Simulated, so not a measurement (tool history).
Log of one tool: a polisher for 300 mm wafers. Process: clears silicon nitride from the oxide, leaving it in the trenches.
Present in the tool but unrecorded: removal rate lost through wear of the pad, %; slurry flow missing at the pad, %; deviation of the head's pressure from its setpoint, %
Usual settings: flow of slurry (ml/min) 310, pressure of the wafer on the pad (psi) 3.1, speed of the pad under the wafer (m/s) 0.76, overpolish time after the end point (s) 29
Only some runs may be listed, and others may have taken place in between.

run,hour,flow of slurry (ml/min),pressure of the wafer on the pad (psi),speed of the pad under the wafer (m/s),overpolish time after the end point (s),wafers since the last listed run,wafers polished on this pad,hours since the slurry nozzle was cleaned,hours since the head pressure was calibrated,"incoming thickness of the incoming film, nm",time until the end point was called (s)
1,0,310,3.1,0.76,29,0,908,357.9,924.9,74.5,118.3
# hour 4.7: head pressure recalibrated
2,27.8,310,3.1,0.76,29,173,1082,385.7,23.1,73.8,97.8
3,70.5,310,3.1,0.76,29,287,1369,428.4,65.8,74.6,102
4,126.2,310,3.1,0.76,29,375,1744,484.1,121.5,74.9,99.2
5,165.1,310,3.1,0.76,29,261,2006,523,160.4,74.4,100.5
6,202.4,310,3.1,0.76,29,251,2257,560.3,197.7,74.3,104.7
# hour 229.5: worn pad replaced by a new one
7,255.9,395,3.1,0.76,21,333,177,613.8,251.2,73.3,98.1
8,356.2,310,3.1,0.76,29,675,852,714.1,351.5,75.6,112.2
9,389.2,310,3.1,0.76,29,222,1074,747.1,384.5,74.2,110.2
# hour 416.9: slurry nozzle cleaned
10,431.4,310,3.1,0.76,29,277,1352,14.5,426.7,75.5,104.2
11,480.1,310,3.1,0.76,29,327,1680,63.2,475.4,75,103.6
12,527.4,310,3.1,0.76,29,318,1998,110.5,522.7,75.4,105.4
# hour 562.7: worn pad replaced by a new one
13,595.5,310,3.1,0.76,37,431,221,178.6,590.8,75.8,106.9
14,619.7,310,3.1,0.76,37,162,383,202.8,615,74.7,107.2
15,673.4,310,3.1,0.76,37,361,745,256.5,668.7,76.7,111.2
16,734,310,3.1,0.76,29,407,1153,317.1,729.3,75.4,111.4
17,792.2,270,3.1,0.76,29,391,1545,375.3,787.5,74.9,117.5
18,824.7,310,3.1,0.7,29,218,1764,407.8,820,74.4,122.9
# hour 835.7: head pressure recalibrated
19,866.7,365,3.1,0.76,29,269,2033,449.8,31,75.1,99.4
# hour 918.7: worn pad replaced by a new one
20,927.5,310,3.6,0.76,29,382,59,510.6,91.8,74.8,87.8
21,962.1,310,2.8,0.76,29,232,292,545.2,126.4,74.7,115.1
22,1017.8,310,3.1,0.76,37,375,667,600.9,182.1,73.5,101.1
23,1072,365,4,0.54,23,364,1032,655.1,236.3,76,116.4

Run 24, settings as shown, results not yet in. Your forecast:
# hour 1094.5: slurry nozzle cleaned
24,1144,310,3.1,0.76,29,478,1510,49.5,308.3,76.1,?

time until the end point was called (s): 105.4
With no hidden state in the tool, this same run would have given time until the end point was called (s) 103.2.
